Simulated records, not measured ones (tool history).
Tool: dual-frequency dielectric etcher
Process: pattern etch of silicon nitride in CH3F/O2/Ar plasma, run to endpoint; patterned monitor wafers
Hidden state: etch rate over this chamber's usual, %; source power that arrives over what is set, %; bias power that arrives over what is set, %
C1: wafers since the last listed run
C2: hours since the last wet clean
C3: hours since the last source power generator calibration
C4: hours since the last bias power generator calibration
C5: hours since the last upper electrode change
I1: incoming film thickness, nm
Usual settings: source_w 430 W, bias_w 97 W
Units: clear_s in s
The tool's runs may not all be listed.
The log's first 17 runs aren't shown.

{"run": 18, "hour": 976.8, "source_w": 330, "bias_w": 97, "C1": 297, "C2": 106.2, "C3": 105.4, "C4": 193.4, "C5": 3110.0, "I1": 31.35, "clear_s": 39.2}
{"run": 19, "hour": 1007.1, "source_w": 400, "bias_w": 87, "C1": 299, "C2": 136.5, "C3": 135.7, "C4": 223.7, "C5": 3140.3, "I1": 31.42, "clear_s": 39.0}
{"run": 20, "hour": 1073.0, "source_w": 530, "bias_w": 97, "C1": 651, "C2": 202.4, "C3": 201.6, "C4": 289.6, "C5": 3206.2, "I1": 31.23, "clear_s": 35.8}
{"hour": 1105.7, "done": "upper electrode replaced"}
{"run": 21, "hour": 1133.8, "source_w": 430, "bias_w": 97, "C1": 363, "C2": 263.2, "C3": 262.4, "C4": 350.4, "C5": 28.1, "I1": 31.28, "clear_s": 37.7}
{"run": 22, "hour": 1176.3, "source_w": 490, "bias_w": 97, "C1": 420, "C2": 305.7, "C3": 304.9, "C4": 392.9, "C5": 70.6, "I1": 31.57, "clear_s": 37.4}
{"run": 23, "hour": 1226.0, "source_w": 370, "bias_w": 111, "C1": 491, "C2": 355.4, "C3": 354.6, "C4": 442.6, "C5": 120.3, "I1": 31.48, "clear_s": 37.5}
{"run": 24, "hour": 1264.6, "source_w": 430, "bias_w": 91, "C1": 381, "C2": 394.0, "C3": 393.2, "C4": 481.2, "C5": 158.9, "I1": 31.19, "clear_s": 38.5}
{"run": 25, "hour": 1308.8, "source_w": 380, "bias_w": 81, "C1": 437, "C2": 438.2, "C3": 437.4, "C4": 525.4, "C5": 203.1, "I1": 31.37, "clear_s": 41.5}
{"run": 26, "hour": 1338.3, "source_w": 430, "bias_w": 97, "C1": 291, "C2": 467.7, "C3": 466.9, "C4": 554.9, "C5": 232.6, "I1": 31.14, "clear_s": 37.9}
{"hour": 1434.8, "done": "wet clean of the chamber"}
{"run": 27, "hour": 1502.2, "source_w": 430, "bias_w": 97, "C1": 1383, "C2": 67.4, "C3": 630.8, "C4": 718.8, "C5": 396.5, "I1": 31.6, "clear_s": 37.5}
{"run": 28, "hour": 1542.2, "source_w": 430, "bias_w": 97, "C1": 395, "C2": 107.4, "C3": 670.8, "C4": 758.8, "C5": 436.5, "I1": 31.14, "clear_s": 37.0}
{"run": 29, "hour": 1574.1, "source_w": 430, "bias_w": 97, "C1": 315, "C2": 139.3, "C3": 702.7, "C4": 790.7, "C5": 468.4, "I1": 31.11, "clear_s": 37.3}
{"run": 30, "hour": 1607.3, "source_w": 490, "bias_w": 97, "C1": 328, "C2": 172.5, "C3": 735.9, "C4": 823.9, "C5": 501.6, "I1": 31.11, "clear_s": 36.1}
{"run": 31, "hour": 1660.3, "source_w": 320, "bias_w": 97, "C1": 524, "C2": 225.5, "C3": 788.9, "C4": 876.9, "C5": 554.6, "I1": 31.22, "clear_s": 39.6}
{"run": 32, "hour": 1700.8, "source_w": 480, "bias_w": 106, "C1": 400, "C2": 266.0, "C3": 829.4, "C4": 917.4, "C5": 595.1, "I1": 31.37, "clear_s": 36.0}
{"run": 33, "hour": 1726.1, "source_w": 470, "bias_w": 76, "C1": 250, "C2": 291.3, "C3": 854.7, "C4": 942.7, "C5": 620.4, "I1": 31.37, "clear_s": 39.6}
{"run": 34, "hour": 1780.2, "source_w": 430, "bias_w": 110, "C1": 535, "C2": 345.4, "C3": 908.8, "C4": 996.8, "C5": 674.5, "I1": 31.16, "clear_s": 36.2}

Forecast each of these 5 alternatives for the next run:
{"run": "A", "hour": 1780.6, "source_w": 510, "bias_w": 97, "C1": 3, "C2": 345.8, "C3": 909.2, "C4": 997.2, "C5": 674.9, "I1": 31.38, "clear_s": "?"}
{"run": "B", "hour": 1780.6, "source_w": 480, "bias_w": 84, "C1": 3, "C2": 345.8, "C3": 909.2, "C4": 997.2, "C5": 674.9, "I1": 31.38, "clear_s": "?"}
{"run": "C", "hour": 1780.6, "source_w": 370, "bias_w": 121, "C1": 3, "C2": 345.8, "C3": 909.2, "C4": 997.2, "C5": 674.9, "I1": 31.38, "clear_s": "?"}
{"run": "D", "hour": 1780.6, "source_w": 520, "bias_w": 74, "C1": 3, "C2": 345.8, "C3": 909.2, "C4": 997.2, "C5": 674.9, "I1": 31.38, "clear_s": "?"}
{"run": "E", "hour": 1780.6, "source_w": 480, "bias_w": 97, "C1": 3, "C2": 345.8, "C3": 909.2, "C4": 997.2, "C5": 674.9, "I1": 31.38, "clear_s": "?"}

run=A clear_s=36.6
run=B clear_s=38.6
run=C clear_s=36.5
run=D clear_s=39.2
run=E clear_s=37.1
Without the tool's hidden state the same runs would have given:
run=A clear_s=35.7
run=B clear_s=37.6
run=C clear_s=35.5
run=D clear_s=38.2
run=E clear_s=36.1

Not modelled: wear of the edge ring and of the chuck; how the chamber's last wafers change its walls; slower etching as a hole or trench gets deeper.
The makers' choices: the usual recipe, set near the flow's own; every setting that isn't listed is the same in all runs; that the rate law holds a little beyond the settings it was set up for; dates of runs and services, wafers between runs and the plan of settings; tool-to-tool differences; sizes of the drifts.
